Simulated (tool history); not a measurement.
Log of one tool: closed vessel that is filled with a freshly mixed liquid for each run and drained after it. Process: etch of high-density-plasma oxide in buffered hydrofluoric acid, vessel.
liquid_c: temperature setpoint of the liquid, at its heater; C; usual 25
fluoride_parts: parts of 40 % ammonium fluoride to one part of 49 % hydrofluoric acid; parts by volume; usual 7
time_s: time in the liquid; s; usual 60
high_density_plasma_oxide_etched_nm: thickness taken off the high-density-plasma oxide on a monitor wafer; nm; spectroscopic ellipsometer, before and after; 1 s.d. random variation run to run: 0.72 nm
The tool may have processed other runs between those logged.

run	hour	liquid_c	fluoride_parts	time_s	read-back film thickness of the high-density-plasma oxide reference wafer, read on the same gauge (nm)	high_density_plasma_oxide_etched_nm
1	0	25	7	60	110.02	124.49
2	54.9	25	7	60	110	126.55
3	133.5	25	7	60	110.01	126.17
4	185.1	25	7	60	109.99	126.66
5	270.7	25	7	60	110.04	126.52
# hour 339.4: hydrofluoric acid flow meter replaced
6	344.7	25	7	60	109.98	120.94
7	403.1	25	7	60	110.04	119.77
8	508	25	8	60	109.99	105.05
9	553.8	25	7	60	109.98	121.47
10	603	25	7	75	110.02	150.59
11	679.3	25	7	60	109.99	121.1
12	732.1	25	7	60	110	120.82

The next listed run, before its measurement:
# hour 764.2: gauge calibrated
13	792.1	27.5	7	30	?	?

{"run 13": {"read-back film thickness of the high-density-plasma oxide reference wafer, read on the same gauge (nm)": 110, "high_density_plasma_oxide_etched_nm": 68.82}}
The same run, on a tool lacking any hidden state, would have yielded high_density_plasma_oxide_etched_nm 68.05 nm.
